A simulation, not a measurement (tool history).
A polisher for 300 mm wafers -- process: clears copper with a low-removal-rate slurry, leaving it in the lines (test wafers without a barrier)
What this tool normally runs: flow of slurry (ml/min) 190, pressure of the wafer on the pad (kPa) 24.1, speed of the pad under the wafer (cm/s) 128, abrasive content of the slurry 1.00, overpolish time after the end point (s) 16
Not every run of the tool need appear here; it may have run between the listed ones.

run,hour,flow of slurry (ml/min),pressure of the wafer on the pad (kPa),speed of the pad under the wafer (cm/s),abrasive content of the slurry,overpolish time after the end point (s),"incoming thickness of the incoming film, nm",time until the end point was called (s),dishing of a wide line in a test structure (nm)
1,0.0,190,24.1,128,1.00,16,408.5,88.7,51.6
2,10.2,190,24.1,128,1.00,16,408.3,91.9,50.0
3,27.1,190,24.1,128,1.00,16,412.0,88.3,50.8
4,40.9,190,24.1,128,1.00,16,403.8,87.3,51.5
5,53.2,190,24.1,128,1.10,16,416.3,88.6,51.5
# hour 55.5: slurry blender recalibrated
6,70.4,190,24.1,128,1.00,16,408.6,88.8,49.1
7,77.9,190,32.4,128,1.00,19,406.8,65.5,79.0
# hour 90.3: head pressure recalibrated
8,90.9,235,31.7,128,1.00,16,413.2,73.8,57.2
9,105.0,190,31.0,84,1.00,16,416.7,120.3,38.2
# hour 110.1: slurry nozzle cleaned
10,120.2,190,29.0,106,1.00,16,410.8,100.2,47.8
11,134.0,135,24.1,116,1.15,20,415.3,114.7,50.1
12,151.8,190,24.1,128,1.00,16,408.3,98.3,46.6
# hour 169.6: worn pad replaced by a new one
13,173.5,190,17.9,128,0.70,16,403.3,148.4,31.3
14,183.7,190,31.7,100,1.00,16,411.5,92.3,48.1
15,201.2,250,31.7,128,1.25,16,410.7,68.8,67.3
16,211.6,190,20.0,128,1.00,16,413.3,118.9,40.1
17,220.1,190,24.1,84,1.00,22,406.8,149.6,43.4
18,230.1,190,24.1,128,1.15,16,409.9,93.8,48.0
19,247.0,190,24.1,128,1.00,16,403.5,90.5,46.3
20,253.8,245,24.1,128,1.00,20,409.1,90.5,59.7
21,263.4,225,30.3,156,1.00,16,402.2,61.0,70.6
22,275.7,190,24.1,128,1.00,23,408.6,95.8,64.6
23,283.3,190,24.1,112,1.00,16,408.9,112.6,42.9
24,295.2,190,24.1,128,1.00,16,406.0,93.8,49.8
25,309.3,135,27.6,116,1.00,16,409.7,98.9,48.2
26,321.6,190,24.1,128,1.00,20,415.0,95.9,59.6
27,338.0,190,24.1,110,1.00,16,406.8,107.7,43.0
28,353.6,190,24.1,128,1.00,16,410.4,95.2,47.2

5 options for the next run, each taken on its own from the tool as it stands now. Forecast them:
A,354.1,240,24.1,128,1.00,16,404.5,?,?
B,354.1,190,24.1,152,1.00,16,404.5,?,?
C,354.1,190,27.6,98,1.30,8,404.5,?,?
D,354.1,245,24.1,128,1.20,16,404.5,?,?
E,354.1,190,24.1,128,1.00,25,404.5,?,?

run,time until the end point was called (s),dishing of a wide line in a test structure (nm)
A,89.3,51.6
B,77.6,58.0
C,96.8,26.0
D,84.0,54.3
E,92.1,72.3
Without the tool's unlogged condition, the same runs would have read:
run,time until the end point was called (s),dishing of a wide line in a test structure (nm)
A,96.0,48.3
B,83.4,54.4
C,104.1,24.2
D,90.3,50.9
E,99.1,67.9
